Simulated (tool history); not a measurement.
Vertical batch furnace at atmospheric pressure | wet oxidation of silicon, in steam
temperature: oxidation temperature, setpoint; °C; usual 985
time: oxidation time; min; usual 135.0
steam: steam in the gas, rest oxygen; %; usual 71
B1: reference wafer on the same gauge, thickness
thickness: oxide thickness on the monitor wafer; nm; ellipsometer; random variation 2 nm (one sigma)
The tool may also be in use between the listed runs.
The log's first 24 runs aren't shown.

run 25 day=74.671 | temperature=985 time=135.0 steam=71 | B1=448.37 | thickness=480.46
-- day=77.429 gauge calibrated
run 26 day=78.633 | temperature=985 time=135.0 steam=63 | B1=449.57 | thickness=443.94
run 27 day=81.679 | temperature=1006 time=135.0 steam=71 | B1=448.85 | thickness=549.49
run 28 day=85.596 | temperature=1003 time=186.5 steam=65 | B1=449.51 | thickness=627.69
-- day=88.396 steam generator serviced
run 29 day=89.075 | temperature=985 time=135.0 steam=71 | B1=448.73 | thickness=500.31
run 30 day=91.250 | temperature=985 time=135.0 steam=71 | B1=449.03 | thickness=501.88
run 31 day=93.158 | temperature=985 time=135.0 steam=71 | B1=448.49 | thickness=496.06
run 32 day=96.338 | temperature=985 time=85.0 steam=71 | B1=449.41 | thickness=364.48
run 33 day=99.429 | temperature=1001 time=89.0 steam=71 | B1=448.22 | thickness=420.94
run 34 day=103.317 | temperature=985 time=116.0 steam=82 | B1=449.72 | thickness=497.20
run 35 day=105.908 | temperature=964 time=182.0 steam=61 | B1=449.59 | thickness=474.64
run 36 day=109.688 | temperature=992 time=184.0 steam=59 | B1=449.35 | thickness=571.34
run 37 day=114.158 | temperature=1004 time=135.0 steam=80 | B1=448.76 | thickness=606.58
run 38 day=118.446 | temperature=974 time=135.0 steam=71 | B1=449.59 | thickness=460.83

4 ways to go on from here, each from the tool as it stands after run 38. What would each give?
run A day=118.688 | temperature=985 time=135.0 steam=71 | B1=? | thickness=?
run B day=118.688 | temperature=964 time=135.0 steam=61 | B1=? | thickness=?
run C day=118.688 | temperature=985 time=135.0 steam=77 | B1=? | thickness=?
run D day=118.688 | temperature=985 time=79.5 steam=59 | B1=? | thickness=?

run=A B1=448.77 thickness=497.78
run=B B1=448.77 thickness=382.83
run=C B1=448.77 thickness=525.31
run=D B1=448.77 thickness=302.92
Without the tool's hidden state the same runs would have given:
run=A thickness=492.14
run=B thickness=376.86
run=C thickness=519.59
run=D thickness=298.14

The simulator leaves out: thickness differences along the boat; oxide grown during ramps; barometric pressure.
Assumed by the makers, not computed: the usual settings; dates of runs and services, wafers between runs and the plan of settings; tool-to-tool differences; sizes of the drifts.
